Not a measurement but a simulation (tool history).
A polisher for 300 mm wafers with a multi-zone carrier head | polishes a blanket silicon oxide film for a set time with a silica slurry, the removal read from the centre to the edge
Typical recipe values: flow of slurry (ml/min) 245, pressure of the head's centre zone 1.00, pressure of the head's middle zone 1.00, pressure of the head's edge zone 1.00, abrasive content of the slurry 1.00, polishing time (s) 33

run	day	flow of slurry (ml/min)	pressure of the head's centre zone	pressure of the head's middle zone	pressure of the head's edge zone	abrasive content of the slurry	polishing time (s)	incoming thickness of the incoming film, nm	film removed at the wafer's centre (angstrom)	film removed at mid-radius (angstrom)	film removed at the wafer's edge (angstrom)
1	0.000	245	1.00	1.00	1.00	1.00	33	792.9	853	934	896
2	2.129	245	1.00	1.00	1.00	1.00	33	782.4	865	950	907
3	3.779	245	1.00	1.00	1.00	1.00	33	798.1	861	923	904
# day 4.975: worn pad replaced by a new one
4	6.450	245	1.00	1.00	1.00	1.00	33	783.3	852	922	907
5	9.167	245	1.00	1.00	1.00	1.00	33	785.0	843	940	898
6	12.054	300	1.08	1.00	1.00	1.00	33	773.0	937	950	913
# day 12.858: worn pad replaced by a new one
7	14.521	300	1.08	1.00	1.00	1.00	33	784.1	949	936	916
8	16.612	245	1.00	1.00	1.00	1.00	33	784.2	849	929	906
9	17.667	245	1.00	1.00	1.00	1.00	33	784.0	854	932	896
10	19.375	245	1.00	1.00	1.00	1.00	33	789.9	849	915	891
# day 20.462: carrier head's membrane replaced by a new one
# day 20.692: edge zone pressure recalibrated
# day 21.067: worn pad replaced by a new one
11	21.088	245	0.90	1.12	1.00	1.10	33	783.3	787	1069	940
# day 21.883: slurry nozzle cleaned
12	23.521	245	1.00	1.00	1.00	1.00	27	785.2	683	759	728
13	26.479	245	1.00	1.00	1.00	1.00	33	791.3	824	938	886
# day 27.592: centre zone pressure recalibrated
# day 28.375: worn pad replaced by a new one
14	28.500	245	1.00	1.00	1.00	1.15	33	788.1	1105	1001	941
15	31.350	245	1.11	0.92	0.93	1.00	33	795.8	1169	883	882
16	33.379	190	0.90	1.03	1.08	1.00	33	779.5	891	919	892
17	34.617	245	1.07	1.00	1.00	1.10	33	800.2	1177	970	943
# day 36.521: centre zone pressure recalibrated, repeated, since the last time left the tool worse
18	37.329	245	1.00	1.00	1.00	1.00	33	790.9	897	928	903
# day 37.800: worn pad replaced by a new one
19	38.996	245	0.94	1.00	1.00	1.30	43	790.2	1248	1376	1316
20	40.375	325	1.00	1.04	1.00	1.10	38	799.7	1118	1203	1117
21	41.871	245	1.00	1.12	1.00	1.00	23	783.6	630	711	609

Alternative continuations, all from the tool just after run 21; predict every row:
A	41.888	245	1.00	1.00	1.00	1.00	33	781.2	?	?	?
B	41.888	245	1.00	1.10	1.06	0.85	33	781.2	?	?	?
C	41.888	195	1.00	1.00	1.00	1.00	38	781.2	?	?	?

run	film removed at the wafer's centre (angstrom)	film removed at mid-radius (angstrom)	film removed at the wafer's edge (angstrom)
A	889	938	905
B	817	931	848
C	989	1047	1018
Without the tool's unlogged condition, the same runs would have read:
run	film removed at the wafer's centre (angstrom)	film removed at mid-radius (angstrom)	film removed at the wafer's edge (angstrom)
A	897	938	905
B	824	931	848
C	998	1047	1018
